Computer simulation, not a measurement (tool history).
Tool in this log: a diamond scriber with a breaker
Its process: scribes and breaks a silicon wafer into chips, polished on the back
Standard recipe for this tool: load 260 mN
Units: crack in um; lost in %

run	hour	load	incoming depth of the damage left on the back of the incoming wafer, um	crack	lost
1	0.0	215	0.02	9.11	6.02
2	17.9	222	0.01	9.18	5.16
3	34.3	295	0.04	10.99	1.02
4	49.1	295	0.02	10.88	1.10
5	70.7	260	0.01	9.86	2.68
6	86.3	260	0.03	10.08	2.81
7	118.9	260	0.02	9.88	3.29
# hour 132.2: diamond tip replaced by a new one, of another model than before
8	139.8	260	0.02	11.05	0.73
9	154.4	260	0.02	11.18	0.81
10	173.6	205	0.04	8.66	7.88
11	207.1	289	0.01	12.55	2.03
12	239.8	283	0.05	12.61	1.40

Run 13 is up next; what results do you expect?
13	262.9	336	0.04	?	?

Run 13 came out at crack 14.43 um, lost 7.35 %.
Had the tool carried no hidden state, the very same run would have given crack 14.52 um, lost 7.69 %.
